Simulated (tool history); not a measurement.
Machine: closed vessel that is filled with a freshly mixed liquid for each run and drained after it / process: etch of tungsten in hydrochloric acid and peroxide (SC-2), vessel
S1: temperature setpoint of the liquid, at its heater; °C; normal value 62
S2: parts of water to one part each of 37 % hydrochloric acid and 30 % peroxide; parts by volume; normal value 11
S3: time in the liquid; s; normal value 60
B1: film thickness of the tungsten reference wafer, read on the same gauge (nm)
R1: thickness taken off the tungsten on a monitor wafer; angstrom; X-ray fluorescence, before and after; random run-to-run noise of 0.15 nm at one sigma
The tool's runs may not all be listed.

{"run": 1, "hour": 0.0, "S1": 62, "S2": 11, "S3": 60, "B1": 70.02, "R1": 249}
{"run": 2, "hour": 20.1, "S1": 62, "S2": 11, "S3": 60, "B1": 70.01, "R1": 250.2}
{"run": 3, "hour": 33.5, "S1": 62, "S2": 11, "S3": 60, "B1": 69.98, "R1": 249.7}
{"run": 4, "hour": 60.8, "S1": 62, "S2": 11, "S3": 60, "B1": 69.99, "R1": 253}
{"run": 5, "hour": 85.6, "S1": 62, "S2": 11, "S3": 60, "B1": 70.01, "R1": 250.9}
{"run": 6, "hour": 116.0, "S1": 62, "S2": 11, "S3": 60, "B1": 69.97, "R1": 253.9}
{"run": 7, "hour": 146.9, "S1": 62, "S2": 11, "S3": 60, "B1": 69.99, "R1": 254.9}
{"hour": 160.0, "done": "thermometer replaced"}
{"run": 8, "hour": 161.6, "S1": 62, "S2": 11, "S3": 60, "B1": 69.97, "R1": 231.6}
{"run": 9, "hour": 175.4, "S1": 58.5, "S2": 8, "S3": 30, "B1": 70.03, "R1": 121}
{"run": 10, "hour": 197.4, "S1": 68, "S2": 11, "S3": 35, "B1": 70.03, "R1": 196.1}
{"run": 11, "hour": 222.6, "S1": 62, "S2": 11, "S3": 45, "B1": 70.01, "R1": 173.8}
{"hour": 231.2, "done": "chemicals flow meter replaced"}
{"hour": 248.3, "done": "gauge calibrated"}
{"run": 12, "hour": 253.4, "S1": 62, "S2": 11, "S3": 75, "B1": 70.02, "R1": 294.8}
{"run": 13, "hour": 278.0, "S1": 66.5, "S2": 13, "S3": 40, "B1": 69.98, "R1": 178.8}
{"run": 14, "hour": 290.8, "S1": 62, "S2": 11, "S3": 75, "B1": 70, "R1": 293.3}
{"hour": 294.5, "done": "new drum of peroxide connected"}
{"run": 15, "hour": 326.6, "S1": 62, "S2": 11, "S3": 60, "B1": 70.01, "R1": 235.3}
{"run": 16, "hour": 373.9, "S1": 71.5, "S2": 11, "S3": 85, "B1": 70, "R1": 590.6}

Branching from run 16: 3 alternative next runs. What would each branch give?
{"run": "A", "hour": 374.6, "S1": 62, "S2": 15, "S3": 60, "B1": "?", "R1": "?"}
{"run": "B", "hour": 374.6, "S1": 56.5, "S2": 7, "S3": 50, "B1": "?", "R1": "?"}
{"run": "C", "hour": 374.6, "S1": 57.5, "S2": 9.5, "S3": 50, "B1": "?", "R1": "?"}

run=A B1=70.03 R1=181.3
run=B B1=70.03 R1=201.9
run=C B1=70.03 R1=168.4
The same runs, with their run-to-run variation unchanged, on a tool lacking any hidden condition would have given:
run=A R1=175.7
run=B R1=195.6
run=C R1=163.2

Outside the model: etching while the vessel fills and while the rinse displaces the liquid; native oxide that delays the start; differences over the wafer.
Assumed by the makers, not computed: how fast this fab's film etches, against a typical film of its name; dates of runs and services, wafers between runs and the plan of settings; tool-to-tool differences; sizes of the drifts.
